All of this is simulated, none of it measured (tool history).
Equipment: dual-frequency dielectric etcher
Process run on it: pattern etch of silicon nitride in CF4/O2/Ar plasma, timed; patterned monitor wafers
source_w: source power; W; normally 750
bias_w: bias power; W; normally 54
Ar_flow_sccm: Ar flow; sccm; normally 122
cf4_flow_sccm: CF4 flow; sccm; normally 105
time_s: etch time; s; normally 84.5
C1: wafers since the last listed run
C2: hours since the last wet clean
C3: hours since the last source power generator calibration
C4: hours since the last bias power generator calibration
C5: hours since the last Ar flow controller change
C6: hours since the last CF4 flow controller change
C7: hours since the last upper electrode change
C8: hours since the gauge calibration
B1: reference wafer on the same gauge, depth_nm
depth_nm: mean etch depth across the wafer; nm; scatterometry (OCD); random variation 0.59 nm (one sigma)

run 1 hour=0.0 | source_w=750 bias_w=54 Ar_flow_sccm=122 cf4_flow_sccm=105 time_s=84.5 | C1=0 C2=90.6 C3=90.0 C4=1481.6 C5=1469.1 C6=115.9 C7=64.4 C8=322.3 | B1=225.0 | depth_nm=239.0
run 2 hour=10.4 | source_w=750 bias_w=54 Ar_flow_sccm=122 cf4_flow_sccm=105 time_s=84.5 | C1=146 C2=101.0 C3=100.4 C4=1492.0 C5=1479.5 C6=126.3 C7=74.8 C8=332.7 | B1=225.2 | depth_nm=238.5
run 3 hour=23.2 | source_w=750 bias_w=46 Ar_flow_sccm=103 cf4_flow_sccm=105 time_s=84.5 | C1=179 C2=113.8 C3=113.2 C4=1504.8 C5=1492.3 C6=139.1 C7=87.6 C8=345.5 | B1=225.0 | depth_nm=229.7
run 4 hour=40.2 | source_w=850 bias_w=47 Ar_flow_sccm=122 cf4_flow_sccm=105 time_s=84.5 | C1=238 C2=130.8 C3=130.2 C4=1521.8 C5=1509.3 C6=156.1 C7=104.6 C8=362.5 | B1=224.9 | depth_nm=248.7
-- hour=58.1 Ar flow controller replaced
run 5 hour=58.6 | source_w=600 bias_w=49 Ar_flow_sccm=138 cf4_flow_sccm=85 time_s=84.5 | C1=174 C2=149.2 C3=148.6 C4=1540.2 C5=0.5 C6=174.5 C7=123.0 C8=380.9 | B1=224.9 | depth_nm=191.8
run 6 hour=67.4 | source_w=850 bias_w=54 Ar_flow_sccm=101 cf4_flow_sccm=114 time_s=104.5 | C1=123 C2=158.0 C3=157.4 C4=1549.0 C5=9.3 C6=183.3 C7=131.8 C8=389.7 | B1=225.0 | depth_nm=330.0
-- hour=75.7 gauge calibrated
run 7 hour=79.6 | source_w=690 bias_w=54 Ar_flow_sccm=150 cf4_flow_sccm=123 time_s=63.0 | C1=171 C2=170.2 C3=169.6 C4=1561.2 C5=21.5 C6=195.5 C7=144.0 C8=3.9 | B1=225.0 | depth_nm=166.8
run 8 hour=98.8 | source_w=750 bias_w=54 Ar_flow_sccm=144 cf4_flow_sccm=105 time_s=84.5 | C1=269 C2=189.4 C3=188.8 C4=1580.4 C5=40.7 C6=214.7 C7=163.2 C8=23.1 | B1=225.0 | depth_nm=233.7
-- hour=112.0 bias power generator calibrated
run 9 hour=113.1 | source_w=750 bias_w=49 Ar_flow_sccm=95 cf4_flow_sccm=105 time_s=84.5 | C1=144 C2=203.7 C3=203.1 C4=1.1 C5=55.0 C6=229.0 C7=177.5 C8=37.4 | B1=225.0 | depth_nm=234.6
run 10 hour=123.9 | source_w=750 bias_w=48 Ar_flow_sccm=95 cf4_flow_sccm=105 time_s=84.5 | C1=151 C2=214.5 C3=213.9 C4=11.9 C5=65.8 C6=239.8 C7=188.3 C8=48.2 | B1=224.9 | depth_nm=232.6
run 11 hour=173.4 | source_w=620 bias_w=54 Ar_flow_sccm=150 cf4_flow_sccm=82 time_s=60.5 | C1=695 C2=264.0 C3=263.4 C4=61.4 C5=115.3 C6=289.3 C7=237.8 C8=97.7 | B1=224.9 | depth_nm=143.2
run 12 hour=185.0 | source_w=750 bias_w=54 Ar_flow_sccm=122 cf4_flow_sccm=105 time_s=84.5 | C1=162 C2=275.6 C3=275.0 C4=73.0 C5=126.9 C6=300.9 C7=249.4 C8=109.3 | B1=225.0 | depth_nm=236.6
run 13 hour=195.8 | source_w=750 bias_w=54 Ar_flow_sccm=122 cf4_flow_sccm=130 time_s=72.5 | C1=151 C2=286.4 C3=285.8 C4=83.8 C5=137.7 C6=311.7 C7=260.2 C8=120.1 | B1=225.0 | depth_nm=207.6
run 14 hour=208.4 | source_w=830 bias_w=50 Ar_flow_sccm=103 cf4_flow_sccm=105 time_s=97.0 | C1=177 C2=299.0 C3=298.4 C4=96.4 C5=150.3 C6=324.3 C7=272.8 C8=132.7 | B1=225.1 | depth_nm=287.5
run 15 hour=219.7 | source_w=750 bias_w=59 Ar_flow_sccm=122 cf4_flow_sccm=126 time_s=75.0 | C1=158 C2=310.3 C3=309.7 C4=107.7 C5=161.6 C6=335.6 C7=284.1 C8=144.0 | B1=225.1 | depth_nm=220.4
run 16 hour=228.2 | source_w=750 bias_w=54 Ar_flow_sccm=122 cf4_flow_sccm=105 time_s=84.5 | C1=119 C2=318.8 C3=318.2 C4=116.2 C5=170.1 C6=344.1 C7=292.6 C8=152.5 | B1=225.1 | depth_nm=236.8
run 17 hour=241.2 | source_w=750 bias_w=63 Ar_flow_sccm=104 cf4_flow_sccm=105 time_s=84.5 | C1=182 C2=331.8 C3=331.2 C4=129.2 C5=183.1 C6=357.1 C7=305.6 C8=165.5 | B1=225.0 | depth_nm=252.8
run 18 hour=253.6 | source_w=650 bias_w=54 Ar_flow_sccm=122 cf4_flow_sccm=105 time_s=105.0 | C1=174 C2=344.2 C3=343.6 C4=141.6 C5=195.5 C6=369.5 C7=318.0 C8=177.9 | B1=225.1 | depth_nm=265.5
run 19 hour=267.9 | source_w=750 bias_w=54 Ar_flow_sccm=122 cf4_flow_sccm=113 time_s=84.5 | C1=200 C2=358.5 C3=357.9 C4=155.9 C5=209.8 C6=383.8 C7=332.3 C8=192.2 | B1=225.1 | depth_nm=236.8
run 20 hour=285.4 | source_w=750 bias_w=54 Ar_flow_sccm=122 cf4_flow_sccm=98 time_s=84.5 | C1=245 C2=376.0 C3=375.4 C4=173.4 C5=227.3 C6=401.3 C7=349.8 C8=209.7 | B1=224.9 | depth_nm=232.9
run 21 hour=295.5 | source_w=620 bias_w=54 Ar_flow_sccm=122 cf4_flow_sccm=105 time_s=84.5 | C1=141 C2=386.1 C3=385.5 C4=183.5 C5=237.4 C6=411.4 C7=359.9 C8=219.8 | B1=225.1 | depth_nm=206.1

Branching from run 21: 4 alternative next runs. What would each branch give?
run A hour=295.9 | source_w=750 bias_w=54 Ar_flow_sccm=122 cf4_flow_sccm=86 time_s=84.5 | C1=5 C2=386.5 C3=385.9 C4=183.9 C5=237.8 C6=411.8 C7=360.3 C8=220.2 | B1=? | depth_nm=?
run B hour=295.9 | source_w=860 bias_w=66 Ar_flow_sccm=122 cf4_flow_sccm=105 time_s=84.5 | C1=5 C2=386.5 C3=385.9 C4=183.9 C5=237.8 C6=411.8 C7=360.3 C8=220.2 | B1=? | depth_nm=?
run C hour=295.9 | source_w=860 bias_w=54 Ar_flow_sccm=122 cf4_flow_sccm=105 time_s=84.5 | C1=5 C2=386.5 C3=385.9 C4=183.9 C5=237.8 C6=411.8 C7=360.3 C8=220.2 | B1=? | depth_nm=?
run D hour=295.9 | source_w=630 bias_w=54 Ar_flow_sccm=122 cf4_flow_sccm=105 time_s=84.5 | C1=5 C2=386.5 C3=385.9 C4=183.9 C5=237.8 C6=411.8 C7=360.3 C8=220.2 | B1=? | depth_nm=?

run=A B1=225.0 depth_nm=230.3
run=B B1=225.0 depth_nm=278.2
run=C B1=225.0 depth_nm=258.5
run=D B1=225.0 depth_nm=207.9
Without the tool's hidden state the same runs would have given:
run=A depth_nm=233.2
run=B depth_nm=281.7
run=C depth_nm=261.7
run=D depth_nm=210.5

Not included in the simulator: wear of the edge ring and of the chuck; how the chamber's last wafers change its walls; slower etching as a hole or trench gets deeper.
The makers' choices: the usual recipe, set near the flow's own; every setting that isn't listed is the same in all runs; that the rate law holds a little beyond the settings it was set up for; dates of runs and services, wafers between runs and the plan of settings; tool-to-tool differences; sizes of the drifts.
